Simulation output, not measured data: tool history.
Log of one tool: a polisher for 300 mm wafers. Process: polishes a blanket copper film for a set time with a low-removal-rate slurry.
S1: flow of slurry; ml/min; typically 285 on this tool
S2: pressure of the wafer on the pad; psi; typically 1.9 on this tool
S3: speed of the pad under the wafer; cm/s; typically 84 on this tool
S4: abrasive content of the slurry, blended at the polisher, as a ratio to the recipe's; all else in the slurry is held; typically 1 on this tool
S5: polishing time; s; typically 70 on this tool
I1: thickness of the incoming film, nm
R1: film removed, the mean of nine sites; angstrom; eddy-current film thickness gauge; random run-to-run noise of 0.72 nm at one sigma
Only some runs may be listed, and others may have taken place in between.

| run | hour | S1 | S2 | S3 | S4 | S5 | I1 | R1 |
|---|---|---|---|---|---|---|---|---|
| 1 | 0 | 285 | 1.9 | 66 | 1 | 53 | 1594.4 | 638 |
| 2 | 35.9 | 285 | 1.9 | 66 | 1 | 53 | 1603.4 | 627 |
|  | 53.7 | worn pad replaced by a new one |
| 3 | 64.2 | 285 | 1.9 | 66 | 1 | 53 | 1561.9 | 677 |
| 4 | 107.3 | 205 | 2.1 | 84 | 1 | 70 | 1551.5 | 1058 |
| 5 | 153.9 | 205 | 2.1 | 84 | 1 | 70 | 1583.9 | 1029 |
|  | 164.4 | worn pad replaced by a new one |
| 6 | 207.1 | 285 | 1.9 | 96 | 1 | 70 | 1574.3 | 1108 |
|  | 276.8 | slurry blender recalibrated |
|  | 296.8 | worn pad replaced by a new one |
| 7 | 315.7 | 285 | 1.9 | 84 | 1 | 78 | 1597.6 | 1151 |
|  | 333.9 | head pressure recalibrated |
|  | 337.6 | slurry nozzle cleaned |
| 8 | 357 | 205 | 2.1 | 84 | 1 | 70 | 1565 | 1072 |
| 9 | 385.5 | 250 | 1.9 | 84 | 1 | 70 | 1573.3 | 960 |
|  | 412.2 | worn pad replaced by a new one |
| 10 | 421 | 255 | 2.6 | 84 | 1 | 70 | 1558.1 | 1391 |
| 11 | 474.2 | 285 | 1.9 | 54 | 1 | 70 | 1587 | 771 |
| 12 | 507.6 | 285 | 2.4 | 84 | 1 | 82 | 1549.6 | 1445 |
|  | 526.8 | worn pad replaced by a new one |
| 13 | 561.6 | 215 | 1.9 | 84 | 1 | 70 | 1604.2 | 987 |
| 14 | 586.9 | 285 | 1.9 | 94 | 1 | 70 | 1589.8 | 1071 |
|  | 615.8 | slurry blender recalibrated |
|  | 644.1 | worn pad replaced by a new one |
| 15 | 651.1 | 285 | 1.9 | 84 | 1 | 70 | 1593.1 | 1017 |

Exercise: give the hidden state of the tool at every run:
slurry flow missing at the pad, %: 0 at every run
deviation of the head's pressure from its setpoint, %: 0 at every run
abrasive missing from the slurry, %: 0 at every run
H1: removal rate lost through wear of the pad, %
| run | H1 |
|---|---|
| 1 | 7.07 |
| 2 | 9.42 |
| 3 | 1.99 |
| 4 | 4.81 |
| 5 | 7.87 |
| 6 | 3.44 |
| 7 | 1.49 |
| 8 | 4.19 |
| 9 | 6.06 |
| 10 | 1.52 |
| 11 | 5.01 |
| 12 | 7.2 |
| 13 | 2.57 |
| 14 | 4.23 |
| 15 | 2.51 |

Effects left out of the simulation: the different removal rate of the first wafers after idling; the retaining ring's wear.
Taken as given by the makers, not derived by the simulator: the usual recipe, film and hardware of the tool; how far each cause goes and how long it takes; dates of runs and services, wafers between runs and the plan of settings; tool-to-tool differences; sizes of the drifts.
